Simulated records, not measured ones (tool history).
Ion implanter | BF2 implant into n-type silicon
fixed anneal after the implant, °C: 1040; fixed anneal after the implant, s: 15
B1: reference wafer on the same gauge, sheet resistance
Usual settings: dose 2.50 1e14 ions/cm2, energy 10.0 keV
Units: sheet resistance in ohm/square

Run 1, hour 0.0: usual settings but dose 2.05 1e14 ions/cm2; B1 520.58. Result: sheet resistance 533.78 ohm/square.
Run 2, hour 50.9: usual settings but dose 2.05 1e14 ions/cm2; B1 520.42. Result: sheet resistance 535.77 ohm/square.
Run 3, hour 125.8: usual settings but dose 2.05 1e14 ions/cm2; B1 519.75. Result: sheet resistance 538.83 ohm/square.
Run 4, hour 185.7: usual settings; B1 518.94. Result: sheet resistance 448.66 ohm/square.
Run 5, hour 230.4: usual settings but dose 2.00 1e14 ions/cm2; B1 519.04. Result: sheet resistance 544.74 ohm/square.
Run 6, hour 277.3: usual settings but dose 2.17 1e14 ions/cm2, energy 8.5 keV; B1 518.72. Result: sheet resistance 522.36 ohm/square.
Run 7, hour 340.6: usual settings but dose 2.91 1e14 ions/cm2; B1 517.10. Result: sheet resistance 401.92 ohm/square.
Run 8, hour 403.4: usual settings but dose 2.91 1e14 ions/cm2; B1 517.06. Result: sheet resistance 400.44 ohm/square.
Run 9, hour 503.6: usual settings; B1 515.83. Result: sheet resistance 450.87 ohm/square.
Run 10, hour 544.2: usual settings; B1 516.46. Result: sheet resistance 450.80 ohm/square.
Run 11, hour 642.2: usual settings; B1 514.97. Result: sheet resistance 447.18 ohm/square.
Run 12, hour 682.1: usual settings; B1 514.87. Result: sheet resistance 449.46 ohm/square.
Run 13, hour 777.3: usual settings; B1 513.10. Result: sheet resistance 442.17 ohm/square.
Run 14, hour 842.7: usual settings; B1 513.18. Result: sheet resistance 450.00 ohm/square.
Run 15, hour 905.7: usual settings; B1 512.13. Result: sheet resistance 442.57 ohm/square.
Run 16, hour 942.6: usual settings; B1 511.67. Result: sheet resistance 445.88 ohm/square.
Run 17, hour 1012.5: usual settings but dose 2.17 1e14 ions/cm2; B1 511.04. Result: sheet resistance 501.49 ohm/square.
At hour 1025.2: gauge calibrated.
Run 18, hour 1086.4: usual settings but dose 3.09 1e14 ions/cm2; B1 522.93. Result: sheet resistance 384.27 ohm/square.
Run 19, hour 1194.3: usual settings; B1 522.75. Result: sheet resistance 453.32 ohm/square.
At hour 1223.4: extraction supply calibrated.
Run 20, hour 1272.9: usual settings but dose 1.84 1e14 ions/cm2; B1 523.55. Result: sheet resistance 594.93 ohm/square.
Run 21, hour 1377.7: usual settings but dose 2.12 1e14 ions/cm2, energy 12.0 keV; B1 523.54. Result: sheet resistance 513.75 ohm/square.
Run 22, hour 1466.2: usual settings; B1 523.68. Result: sheet resistance 458.63 ohm/square.
At hour 1487.3: Faraday cup replaced and dose calibrated.
Run 23, hour 1515.1: usual settings but dose 2.30 1e14 ions/cm2, energy 13.0 keV; B1 522.22. Result: sheet resistance 475.71 ohm/square.
Run 24, hour 1608.7: usual settings; B1 522.25. Result: sheet resistance 454.30 ohm/square.
Run 25, hour 1662.3: usual settings but dose 2.00 1e14 ions/cm2, energy 8.5 keV; B1 521.67. Result: sheet resistance 562.82 ohm/square.
Run 26, hour 1724.1: usual settings; B1 521.38. Result: sheet resistance 453.09 ohm/square.
Run 27, hour 1786.9: usual settings but dose 2.84 1e14 ions/cm2, energy 11.5 keV; B1 521.96. Result: sheet resistance 400.85 ohm/square.

The next listed run, before its measurement:
Run 28, hour 1836.3: usual settings but dose 2.81 1e14 ions/cm2, energy 6.5 keV; B1 ?. Result: sheet resistance ?.

B1: 521.51
sheet resistance: 445.52 ohm/square
Without the tool's hidden state the same run would have given sheet resistance 447.06 ohm/square.

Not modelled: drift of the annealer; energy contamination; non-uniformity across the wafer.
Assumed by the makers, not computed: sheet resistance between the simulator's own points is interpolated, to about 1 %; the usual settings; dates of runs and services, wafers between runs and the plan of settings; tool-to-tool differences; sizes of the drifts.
